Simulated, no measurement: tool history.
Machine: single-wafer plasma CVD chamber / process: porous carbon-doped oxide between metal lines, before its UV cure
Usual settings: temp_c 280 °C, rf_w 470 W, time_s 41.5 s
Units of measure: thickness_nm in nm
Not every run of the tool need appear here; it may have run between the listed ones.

run,day,temp_c,rf_w,time_s,"read-back reference wafer on the same gauge, thickness_nm",thickness_nm
1,0,286,470,41.5,231.886,203.958
2,0.25,286,470,41.5,231.95,203.244
3,0.9,280,470,41.5,231.81,211.78
4,1.262,280,490,41.5,232.079,220.47
5,1.679,280,490,41.5,232.052,219.688
6,2.083,272,470,41.5,231.919,226.952
7,2.646,272,470,41.5,231.944,225.56
8,3.267,272,470,41.5,231.945,226.48
# day 3.688: gauge calibrated
9,3.842,280,470,41.5,231.886,211.656
10,4.575,280,470,41.5,232.062,212.864
11,5.046,280,470,41.5,231.842,211.65
# day 5.475: thermocouple changed; heater temperature recalibrated
# day 5.658: showerhead replaced, of another model than before
12,5.679,280,470,41.5,232.008,217.153
13,5.888,280,470,41.5,232.035,215.769
# day 6.429: RF generator calibrated
14,6.45,292,545,37.3,232.158,208.374
15,7.792,280,500,41.5,232.115,238.584
16,8.062,273,470,47.1,231.861,273.696
17,8.758,272,510,34.6,231.833,214.373
18,9.396,265,470,41.5,231.956,257.05
19,10.129,290,430,49,231.88,236.03
20,10.804,280,470,34.4,231.969,191.307
21,11.325,280,510,33.7,232.082,196.8
22,11.988,280,470,34.4,231.755,189.824
23,12.262,280,470,41.5,231.965,226.503
24,12.842,266,470,38.4,232.018,233.271
25,13.138,280,515,41.5,232.249,239.562
26,13.512,275,495,46.7,231.82,271.111
27,14.121,288,395,38.5,232.018,178.01
28,14.846,289,555,41.5,232.006,235.357
29,15.583,267,545,49.6,231.966,323.266
30,15.879,294,550,35.2,231.771,191.792
31,16.617,280,470,41.5,231.9,225.59
32,17.175,293,410,41.5,232.068,188.097
33,17.492,280,380,38.7,231.923,182.397

5 ways to go on from here, each from the tool as it stands after run 33. What would each give?
A,17.508,280,470,47.2,?,?
B,17.508,280,540,46.9,?,?
C,17.508,288,515,37.2,?,?
D,17.508,285,495,41.5,?,?
E,17.508,280,505,45.2,?,?

run,"read-back reference wafer on the same gauge, thickness_nm",thickness_nm
A,231.928,256.133
B,231.928,276.882
C,231.928,202.774
D,231.928,224.923
E,231.928,256.46
Without the tool's hidden state the same runs would have given:
run,thickness_nm
A,262.418
B,283.512
C,207.663
D,230.394
E,262.693
